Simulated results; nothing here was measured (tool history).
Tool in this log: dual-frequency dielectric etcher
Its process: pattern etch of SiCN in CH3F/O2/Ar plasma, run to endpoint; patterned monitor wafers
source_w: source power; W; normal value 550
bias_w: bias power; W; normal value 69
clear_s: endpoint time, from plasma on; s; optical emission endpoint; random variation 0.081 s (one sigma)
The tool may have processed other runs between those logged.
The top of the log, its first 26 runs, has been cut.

run	hour	source_w	bias_w	wafers since the last listed run	hours since the last wet clean	hours since the last source power generator calibration	hours since the last bias power generator calibration	hours since the last upper electrode change	incoming incoming film thickness, nm	clear_s
27	1721.1	480	81	714	348.1	1081.9	201	1301	8.3	20.7
28	1787.1	550	69	593	414.1	1147.9	267	1367	8.26	20.5
29	1851.6	650	69	579	478.6	1212.4	331.5	1431.5	8.38	19.4
30	1923.9	550	77	649	550.9	1284.7	403.8	1503.8	8.31	19.7
31	1966.4	460	65	381	593.4	1327.2	446.3	1546.3	8.3	22.3
# hour 2008.1: wet clean of the chamber
32	2064.4	410	73	664	56.3	1425.2	544.3	1644.3	8.33	23.2
33	2142.4	490	61	700	134.3	1503.2	622.3	1722.3	8.3	22.9
# hour 2190: source power generator calibrated
34	2190.5	420	79	396	182.4	0.5	670.4	1770.4	8.3	21.6
35	2238.2	660	54	428	230.1	48.2	718.1	1818.1	8.27	20.7
36	2329	550	52	815	320.9	139	808.9	1908.9	8.24	22.4

3 options for the next run, each taken on its own from the tool as it stands now. Forecast them:
A	2329.4	550	69	3	321.3	139.4	809.3	1909.3	8.38	?
B	2329.4	420	69	3	321.3	139.4	809.3	1909.3	8.38	?
C	2329.4	690	58	3	321.3	139.4	809.3	1909.3	8.38	?

run	clear_s
A	20.7
B	22.8
C	20.1
Without the tool's hidden state the same runs would have given:
run	clear_s
A	21.1
B	23.3
C	20.5

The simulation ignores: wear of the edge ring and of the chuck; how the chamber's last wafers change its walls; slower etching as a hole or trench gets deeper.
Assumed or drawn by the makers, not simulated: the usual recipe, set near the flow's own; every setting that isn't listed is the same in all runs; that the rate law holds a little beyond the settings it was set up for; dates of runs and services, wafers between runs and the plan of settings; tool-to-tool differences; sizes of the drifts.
